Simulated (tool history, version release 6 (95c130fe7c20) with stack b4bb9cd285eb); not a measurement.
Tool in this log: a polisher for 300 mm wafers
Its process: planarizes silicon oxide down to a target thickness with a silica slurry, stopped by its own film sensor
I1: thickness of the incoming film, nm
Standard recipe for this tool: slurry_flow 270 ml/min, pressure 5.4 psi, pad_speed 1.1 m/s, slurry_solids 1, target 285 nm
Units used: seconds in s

run 1 hour=0 | slurry_flow=355 pressure=7.2 pad_speed=1.1 slurry_solids=1 target=285 | I1=742.8 | seconds=96.5
run 2 hour=61.2 | slurry_flow=340 pressure=5.4 pad_speed=1.1 slurry_solids=1 target=285 | I1=739.7 | seconds=129.9
run 3 hour=136.2 | slurry_flow=270 pressure=3.9 pad_speed=1.1 slurry_solids=1 target=285 | I1=746 | seconds=185.9
run 4 hour=242.4 | slurry_flow=270 pressure=5.4 pad_speed=1.1 slurry_solids=1 target=285 | I1=735.4 | seconds=136.8
-- hour=276.9 slurry blender recalibrated
run 5 hour=283.2 | slurry_flow=335 pressure=5.4 pad_speed=1.1 slurry_solids=1 target=285 | I1=727.1 | seconds=129.8
run 6 hour=363.9 | slurry_flow=195 pressure=7.3 pad_speed=1.1 slurry_solids=1 target=285 | I1=728.9 | seconds=107.4
-- hour=401.5 slurry nozzle cleaned
-- hour=438.9 head pressure recalibrated
run 7 hour=460.1 | slurry_flow=270 pressure=4.6 pad_speed=1.24 slurry_solids=0.8 target=400 | I1=753.7 | seconds=128.4
run 8 hour=497.6 | slurry_flow=270 pressure=5.4 pad_speed=1.1 slurry_solids=1.25 target=285 | I1=741.2 | seconds=132.6
run 9 hour=582.8 | slurry_flow=270 pressure=5.4 pad_speed=1.1 slurry_solids=1 target=285 | I1=725.1 | seconds=135.3
run 10 hour=691.8 | slurry_flow=270 pressure=5.4 pad_speed=1.28 slurry_solids=1 target=285 | I1=740.6 | seconds=127.4
-- hour=716.7 worn pad replaced by a new one
run 11 hour=730 | slurry_flow=270 pressure=5.4 pad_speed=0.78 slurry_solids=1.15 target=285 | I1=743.6 | seconds=157
run 12 hour=801.7 | slurry_flow=270 pressure=5.4 pad_speed=1.1 slurry_solids=1 target=210 | I1=737.7 | seconds=161.1
run 13 hour=862.7 | slurry_flow=270 pressure=5.4 pad_speed=1.1 slurry_solids=1 target=285 | I1=741.2 | seconds=143.4
-- hour=898.7 conditioning disc replaced and pad reconditioned
run 14 hour=950.4 | slurry_flow=245 pressure=5.4 pad_speed=1.4 slurry_solids=1 target=285 | I1=724.3 | seconds=114
run 15 hour=1054.7 | slurry_flow=270 pressure=5.4 pad_speed=1.26 slurry_solids=1.15 target=285 | I1=752.2 | seconds=127.5
-- hour=1105.6 slurry blender recalibrated
-- hour=1124.7 slurry nozzle cleaned
run 16 hour=1144 | slurry_flow=270 pressure=4.6 pad_speed=1.3 slurry_solids=0.75 target=377 | I1=740.8 | seconds=126.4
run 17 hour=1438.5 | slurry_flow=315 pressure=6.2 pad_speed=1.1 slurry_solids=1 target=285 | I1=742.3 | seconds=120.7
run 18 hour=1500.2 | slurry_flow=220 pressure=4.8 pad_speed=1.1 slurry_solids=1 target=285 | I1=741.8 | seconds=160.2
run 19 hour=1537.2 | slurry_flow=270 pressure=5.4 pad_speed=1.1 slurry_solids=1 target=223 | I1=741.2 | seconds=162.9
-- hour=1584.7 worn pad replaced by a new one
run 20 hour=1608.2 | slurry_flow=325 pressure=5.4 pad_speed=1.1 slurry_solids=1.25 target=212 | I1=742.5 | seconds=151
-- hour=1650.4 conditioning disc replaced and pad reconditioned
run 21 hour=1700.1 | slurry_flow=270 pressure=5.4 pad_speed=0.8 slurry_solids=1 target=285 | I1=745.6 | seconds=159.7

Forecast run 22:
run 22 hour=1854.1 | slurry_flow=270 pressure=5.4 pad_speed=1.1 slurry_solids=1 target=285 | I1=749.7 | seconds=?

{"run 22": {"seconds": 139}}
Were there no unlogged condition in the tool, this run, its random variation unchanged, would have produced seconds 134.1 s.
